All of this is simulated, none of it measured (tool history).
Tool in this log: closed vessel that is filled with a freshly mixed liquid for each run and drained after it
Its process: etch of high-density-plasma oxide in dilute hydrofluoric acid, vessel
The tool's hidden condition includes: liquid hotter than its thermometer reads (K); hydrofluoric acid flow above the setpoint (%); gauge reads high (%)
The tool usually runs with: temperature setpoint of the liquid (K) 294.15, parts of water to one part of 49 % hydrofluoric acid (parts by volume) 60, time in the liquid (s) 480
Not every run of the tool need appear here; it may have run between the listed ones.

run    hour  temperature setpoint of the liquid (K)  parts of water to one part of 49 % hydrofluoric acid (parts by volume)  time in the liquid (s)  wafers since the last listed run  hours since the thermometer was replaced  hours since the hydrofluoric acid flow meter was replaced  hours since the gauge calibration  read-back film thickness of the high-density-plasma oxide reference wafer, read on the same gauge (nm)  thickness taken off the high-density-plasma oxide on a monitor wafer (Å)
  1       0                                  294.15                                                                      50                     480                                 0                                     658.2                                                     1033.6                             1063.8                                                                                                     140                                                                     465.7
  2    84.1                                  294.15                                                                      50                     480                              4544                                     742.3                                                     1117.7                             1147.9                                                                                                  139.97                                                                     468.9
  3   142.5                                  294.15                                                                      50                     480                              3155                                     800.7                                                     1176.1                             1206.3                                                                                                  140.02                                                                     470.8
  4   239.8                                  294.15                                                                      80                     480                              5257                                       898                                                     1273.4                             1303.6                                                                                                  139.99                                                                     282.5
  5   331.9                                  294.15                                                                      80                     480                              4976                                     990.1                                                     1365.5                             1395.7                                                                                                     140                                                                       283
  6   398.4                                  294.15                                                                      60                     480                              3593                                    1056.6                                                       1432                             1462.2                                                                                                  139.99                                                                     389.9
  7   471.3                                  294.15                                                                      60                     480                              3939                                    1129.5                                                     1504.9                             1535.1                                                                                                  140.03                                                                     392.1
  8   570.6                                  294.15                                                                      60                     480                              5365                                    1228.8                                                     1604.2                             1634.4                                                                                                  139.99                                                                       394
  9   637.8                                  294.15                                                                      65                     480                              3631                                      1296                                                     1671.4                             1701.6                                                                                                     140                                                                     360.4
 10   942.1                                  294.15                                                                      65                     480                             16443                                    1600.3                                                     1975.7                             2005.9                                                                                                  140.01                                                                     358.6
 11   982.7                                  294.15                                                                      65                     480                              2193                                    1640.9                                                     2016.3                             2046.5                                                                                                  140.01                                                                     360.1
     1017.7  -- hydrofluoric acid flow meter replaced
 12  1055.1                                  294.15                                                                      60                     480                              3858                                    1713.3                                                       37.4                             2118.9                                                                                                  140.01                                                                     374.5
 13  1108.4                                  294.15                                                                      60                     585                              2880                                    1766.6                                                       90.7                             2172.2                                                                                                  140.03                                                                     460.7
 14  1204.2                                  294.15                                                                      60                     585                              5176                                    1862.4                                                      186.5                               2268                                                                                                  140.03                                                                     459.8
 15  1241.5                                  294.15                                                                      60                     595                              2015                                    1899.7                                                      223.8                             2305.3                                                                                                  140.01                                                                     467.6
 16  1279.8                                  291.65                                                                      60                     655                              2069                                      1938                                                      262.1                             2343.6                                                                                                     140                                                                     459.8
 17  1340.7                                  291.15                                                                      60                     375                              3290                                    1998.9                                                        323                             2404.5                                                                                                  139.99                                                                     260.5
 18  1396.1                                  294.15                                                                      65                     480                              2993                                    2054.3                                                      378.4                             2459.9                                                                                                  139.98                                                                     347.4
 19  1494.5                                  294.15                                                                      65                     480                              5317                                    2152.7                                                      476.8                             2558.3                                                                                                  139.99                                                                     346.3
       1537  -- gauge calibrated
 20  1556.3                                  292.15                                                                      60                     480                              3339                                    2214.5                                                      538.6                               19.3                                                                                                  140.03                                                                     352.5
 21  1663.4                                  292.15                                                                      85                     480                              5787                                    2321.6                                                      645.7                              126.4                                                                                                  140.02                                                                     241.2
 22    1732                                  294.15                                                                      60                     200                              3706                                    2390.2                                                      714.3                                195                                                                                                  139.98                                                                     158.8
 23  1770.6                                  297.15                                                                      60                     480                              2085                                    2428.8                                                      752.9                              233.6                                                                                                  139.99                                                                     433.4
       1797  -- thermometer replaced
 24  1847.8                                  294.15                                                                      40                     660                              4117                                      50.8                                                      830.1                              310.8                                                                                                  139.96                                                                     809.2
 25  1935.7                                  298.15                                                                      60                     665                              4749                                     138.7                                                        918                              398.7                                                                                                  139.99                                                                     626.2
 26  2239.2                                  295.65                                                                      60                     200                             16400                                     442.2                                                     1221.5                              702.2                                                                                                  139.98                                                                     172.1
 27  2337.1                                  294.15                                                                      40                     480                              5290                                     540.1                                                     1319.4                              800.1                                                                                                     140                                                                     593.4
 28  2409.4                                  294.15                                                                      70                     480                              3906                                     612.4                                                     1391.7                              872.4                                                                                                  140.01                                                                     328.3
 29  2461.8                                  294.15                                                                      60                     480                              2831                                     664.8                                                     1444.1                              924.8                                                                                                  140.04                                                                       386

Alternative continuations, all from the tool just after run 29; predict every row:
  A  2462.6                                  294.15                                                                      60                     700                                43                                     665.6                                                     1444.9                              925.6                                                                                                       ?                                                                         ?
  B  2462.6                                  292.15                                                                      60                     250                                43                                     665.6                                                     1444.9                              925.6                                                                                                       ?                                                                         ?
  C  2462.6                                  290.15                                                                      60                     340                                43                                     665.6                                                     1444.9                              925.6                                                                                                       ?                                                                         ?

run  read-back film thickness of the high-density-plasma oxide reference wafer, read on the same gauge (nm)  thickness taken off the high-density-plasma oxide on a monitor wafer (Å)
  A                                                                                                     140                                                                     570.8
  B                                                                                                     140                                                                     187.4
  C                                                                                                     140                                                                     233.9
Had the tool no hidden state, the same runs would have come out as:
run  thickness taken off the high-density-plasma oxide on a monitor wafer (Å)
  A                                                                     552.8
  B                                                                     181.5
  C                                                                     226.5
